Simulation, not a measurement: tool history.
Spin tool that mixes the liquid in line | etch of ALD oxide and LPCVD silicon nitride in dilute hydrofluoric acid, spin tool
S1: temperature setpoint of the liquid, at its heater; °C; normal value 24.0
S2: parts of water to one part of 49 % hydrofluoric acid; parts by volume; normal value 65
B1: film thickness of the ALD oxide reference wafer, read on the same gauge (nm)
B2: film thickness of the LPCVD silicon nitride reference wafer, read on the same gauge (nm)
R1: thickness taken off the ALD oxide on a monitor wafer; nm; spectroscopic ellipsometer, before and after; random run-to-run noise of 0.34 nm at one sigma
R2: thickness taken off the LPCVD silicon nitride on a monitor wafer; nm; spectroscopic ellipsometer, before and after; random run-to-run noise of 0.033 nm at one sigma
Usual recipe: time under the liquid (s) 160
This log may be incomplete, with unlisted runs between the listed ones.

Run 1, hour 0.0: usual settings; B1 90.01; B2 39.996. Result: R1 39.29 nm, R2 1.204 nm.
Run 2, hour 63.6: usual settings but S2 45 parts by volume; B1 89.98; B2 40.004. Result: R1 58.21 nm, R2 1.612 nm.
Run 3, hour 122.9: usual settings but S2 45 parts by volume; B1 89.97; B2 40.019. Result: R1 57.98 nm, R2 1.653 nm.
Run 4, hour 162.6: usual settings but S2 45 parts by volume; B1 89.99; B2 39.971. Result: R1 57.29 nm, R2 1.697 nm.
Run 5, hour 233.3: usual settings but S1 20.5 °C, time under the liquid (s) 110; B1 90.00; B2 39.986. Result: R1 22.59 nm, R2 0.638 nm.
Run 6, hour 293.4: usual settings but S1 25.5 °C, S2 90 parts by volume; B1 90.02; B2 40.002. Result: R1 28.86 nm, R2 0.900 nm.
At hour 318.7: hydrofluoric acid flow meter replaced.
Run 7, hour 350.3: usual settings; B1 90.01; B2 40.015. Result: R1 42.90 nm, R2 1.224 nm.
Run 8, hour 411.1: usual settings but S2 95 parts by volume, time under the liquid (s) 215; B1 89.99; B2 39.996. Result: R1 37.83 nm, R2 1.192 nm.
Run 9, hour 450.9: usual settings but S1 25.5 °C, S2 55 parts by volume, time under the liquid (s) 210; B1 90.03; B2 39.981. Result: R1 69.97 nm, R2 2.054 nm.
Run 10, hour 476.8: usual settings but S1 19.5 °C, time under the liquid (s) 225; B1 89.99; B2 39.994. Result: R1 50.02 nm, R2 1.261 nm.
Run 11, hour 510.1: usual settings but S1 19.5 °C, S2 75 parts by volume, time under the liquid (s) 85; B1 90.00; B2 39.998. Result: R1 16.01 nm, R2 0.417 nm.
Run 12, hour 563.3: usual settings but S1 29.0 °C, S2 40 parts by volume; B1 89.98; B2 40.022. Result: R1 88.04 nm, R2 2.817 nm.
Run 13, hour 599.1: usual settings but S1 26.0 °C; B1 90.02; B2 40.028. Result: R1 45.61 nm, R2 1.428 nm.
At hour 605.8: thermometer replaced.
Run 14, hour 653.6: usual settings but time under the liquid (s) 205; B1 90.00; B2 40.010. Result: R1 53.38 nm, R2 1.553 nm.
At hour 719.4: gauge calibrated.
Run 15, hour 813.8: usual settings but S1 22.0 °C, S2 45 parts by volume, time under the liquid (s) 115; B1 89.99; B2 40.001. Result: R1 40.72 nm, R2 1.072 nm.
Run 16, hour 874.6: usual settings but S1 26.5 °C, S2 90 parts by volume; B1 89.98; B2 40.008. Result: R1 31.55 nm, R2 1.093 nm.
Run 17, hour 929.9: usual settings but S1 19.5 °C, S2 40 parts by volume, time under the liquid (s) 95; B1 89.98; B2 39.980. Result: R1 34.74 nm, R2 0.839 nm.
Run 18, hour 954.7: usual settings but S1 26.5 °C; B1 89.98; B2 40.014. Result: R1 45.79 nm, R2 1.402 nm.
Run 19, hour 997.4: usual settings; B1 90.00; B2 40.010. Result: R1 40.96 nm, R2 1.208 nm.
Run 20, hour 1029.5: usual settings but S2 90 parts by volume, time under the liquid (s) 205; B1 90.03; B2 40.048. Result: R1 36.73 nm, R2 1.100 nm.
Run 21, hour 1071.6: usual settings but S2 55 parts by volume; B1 90.00; B2 40.026. Result: R1 48.87 nm, R2 1.468 nm.
Run 22, hour 1129.4: usual settings but S1 19.5 °C, S2 50 parts by volume, time under the liquid (s) 200; B1 89.99; B2 40.008. Result: R1 55.50 nm, R2 1.378 nm.
Run 23, hour 1193.4: usual settings but time under the liquid (s) 195; B1 90.01; B2 40.005. Result: R1 49.53 nm, R2 1.430 nm.
Run 24, hour 1237.0: usual settings but S1 26.0 °C, S2 95 parts by volume, time under the liquid (s) 90; B1 90.02; B2 40.026. Result: R1 15.86 nm, R2 0.543 nm.
Run 25, hour 1277.0: usual settings; B1 89.99; B2 40.016. Result: R1 39.37 nm, R2 1.186 nm.

Below are 5 alternative next runs, each starting from the tool's condition after run 25. Predict each:
Run A, hour 1277.5: usual settings but time under the liquid (s) 80; B1 ?; B2 ?. Result: R1 ?, R2 ?.
Run B, hour 1277.5: usual settings but S1 28.5 °C, S2 90 parts by volume, time under the liquid (s) 230; B1 ?; B2 ?. Result: R1 ?, R2 ?.
Run C, hour 1277.5: usual settings but S1 21.0 °C, S2 90 parts by volume, time under the liquid (s) 220; B1 ?; B2 ?. Result: R1 ?, R2 ?.
Run D, hour 1277.5: usual settings but S1 22.0 °C, time under the liquid (s) 220; B1 ?; B2 ?. Result: R1 ?, R2 ?.
Run E, hour 1277.5: usual settings but S1 21.5 °C, S2 90 parts by volume, time under the liquid (s) 85; B1 ?; B2 ?. Result: R1 ?, R2 ?.

run     B1      B2     R1     R2
  A  90.01  40.016  20.27  0.590
  B  90.01  40.016  48.49  1.647
  C  90.01  40.016  34.50  0.963
  D  90.01  40.016  51.38  1.417
  E  90.01  40.016  13.60  0.385
With no hidden state in the tool, these same runs would have given:
run     R1     R2
  A  21.81  0.630
  B  52.31  1.761
  C  37.16  1.028
  D  55.25  1.513
  E  14.65  0.411

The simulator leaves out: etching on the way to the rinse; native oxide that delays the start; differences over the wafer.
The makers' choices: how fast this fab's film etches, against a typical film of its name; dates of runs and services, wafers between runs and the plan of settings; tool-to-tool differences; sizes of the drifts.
